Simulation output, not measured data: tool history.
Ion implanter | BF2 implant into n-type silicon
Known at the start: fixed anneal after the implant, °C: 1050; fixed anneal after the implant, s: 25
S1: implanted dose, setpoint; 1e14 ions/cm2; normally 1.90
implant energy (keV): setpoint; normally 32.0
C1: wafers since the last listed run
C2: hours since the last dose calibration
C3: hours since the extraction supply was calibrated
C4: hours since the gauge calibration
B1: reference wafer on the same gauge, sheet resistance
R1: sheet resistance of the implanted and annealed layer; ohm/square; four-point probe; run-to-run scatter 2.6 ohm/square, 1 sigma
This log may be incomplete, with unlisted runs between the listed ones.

{"run": 1, "hour": 0.0, "S1": 1.9, "implant energy (keV)": 32.0, "C1": 0, "C2": 576.8, "C3": 2726.8, "C4": 1480.0, "B1": 456.15, "R1": 511.37}
{"run": 2, "hour": 97.3, "S1": 1.9, "implant energy (keV)": 32.0, "C1": 1970, "C2": 674.1, "C3": 2824.1, "C4": 1577.3, "B1": 455.81, "R1": 509.27}
{"run": 3, "hour": 199.5, "S1": 1.9, "implant energy (keV)": 32.0, "C1": 2069, "C2": 776.3, "C3": 2926.3, "C4": 1679.5, "B1": 456.23, "R1": 513.02}
{"run": 4, "hour": 247.9, "S1": 1.9, "implant energy (keV)": 32.0, "C1": 980, "C2": 824.7, "C3": 2974.7, "C4": 1727.9, "B1": 455.73, "R1": 506.65}
{"run": 5, "hour": 307.3, "S1": 1.9, "implant energy (keV)": 32.0, "C1": 1202, "C2": 884.1, "C3": 3034.1, "C4": 1787.3, "B1": 456.29, "R1": 508.52}
{"run": 6, "hour": 384.1, "S1": 1.59, "implant energy (keV)": 27.5, "C1": 1555, "C2": 960.9, "C3": 3110.9, "C4": 1864.1, "B1": 456.24, "R1": 602.57}
{"run": 7, "hour": 486.3, "S1": 1.59, "implant energy (keV)": 27.5, "C1": 2069, "C2": 1063.1, "C3": 3213.1, "C4": 1966.3, "B1": 455.86, "R1": 598.75}
{"run": 8, "hour": 563.3, "S1": 1.65, "implant energy (keV)": 32.0, "C1": 1559, "C2": 1140.1, "C3": 3290.1, "C4": 2043.3, "B1": 455.57, "R1": 568.94}
{"run": 9, "hour": 643.3, "S1": 1.65, "implant energy (keV)": 32.0, "C1": 1620, "C2": 1220.1, "C3": 3370.1, "C4": 2123.3, "B1": 456.61, "R1": 569.12}
{"run": 10, "hour": 687.9, "S1": 2.23, "implant energy (keV)": 32.0, "C1": 903, "C2": 1264.7, "C3": 3414.7, "C4": 2167.9, "B1": 456.24, "R1": 444.02}
{"run": 11, "hour": 766.8, "S1": 2.23, "implant energy (keV)": 32.0, "C1": 1597, "C2": 1343.6, "C3": 3493.6, "C4": 2246.8, "B1": 455.8, "R1": 441.54}
{"run": 12, "hour": 829.7, "S1": 2.23, "implant energy (keV)": 32.0, "C1": 1273, "C2": 1406.5, "C3": 3556.5, "C4": 2309.7, "B1": 455.47, "R1": 443.2}
{"hour": 866.7, "done": "extraction supply calibrated"}
{"hour": 894.4, "done": "gauge calibrated"}
{"run": 13, "hour": 934.2, "S1": 2.35, "implant energy (keV)": 32.0, "C1": 1954, "C2": 1511.0, "C3": 67.5, "C4": 39.8, "B1": 456.67, "R1": 424.06}
{"run": 14, "hour": 1014.0, "S1": 2.35, "implant energy (keV)": 32.0, "C1": 1615, "C2": 1590.8, "C3": 147.3, "C4": 119.6, "B1": 455.49, "R1": 425.06}
{"run": 15, "hour": 1086.2, "S1": 2.35, "implant energy (keV)": 32.0, "C1": 1462, "C2": 1663.0, "C3": 219.5, "C4": 191.8, "B1": 456.29, "R1": 424.15}
{"run": 16, "hour": 1170.5, "S1": 1.9, "implant energy (keV)": 32.0, "C1": 1707, "C2": 1747.3, "C3": 303.8, "C4": 276.1, "B1": 456.33, "R1": 506.35}
{"hour": 1222.7, "done": "Faraday cup replaced and dose calibrated"}
{"run": 17, "hour": 1223.2, "S1": 1.9, "implant energy (keV)": 42.5, "C1": 905, "C2": 0.5, "C3": 356.5, "C4": 328.8, "B1": 456.25, "R1": 506.84}
{"run": 18, "hour": 1281.7, "S1": 2.3, "implant energy (keV)": 36.0, "C1": 1184, "C2": 59.0, "C3": 415.0, "C4": 387.3, "B1": 456.32, "R1": 443.88}
{"run": 19, "hour": 1381.7, "S1": 2.06, "implant energy (keV)": 36.0, "C1": 2025, "C2": 159.0, "C3": 515.0, "C4": 487.3, "B1": 455.51, "R1": 480.36}
{"run": 20, "hour": 1587.6, "S1": 1.9, "implant energy (keV)": 32.0, "C1": 4169, "C2": 364.9, "C3": 720.9, "C4": 693.2, "B1": 455.54, "R1": 521.16}

Estimate the outcome of run 21 from the log above:
{"run": 21, "hour": 1665.6, "S1": 1.64, "implant energy (keV)": 32.0, "C1": 1579, "C2": 442.9, "C3": 798.9, "C4": 771.2, "B1": "?", "R1": "?"}

B1: 456.51
R1: 584.21 ohm/square
Had the tool carried no hidden state, the very same run would have given R1 595.25 ohm/square.

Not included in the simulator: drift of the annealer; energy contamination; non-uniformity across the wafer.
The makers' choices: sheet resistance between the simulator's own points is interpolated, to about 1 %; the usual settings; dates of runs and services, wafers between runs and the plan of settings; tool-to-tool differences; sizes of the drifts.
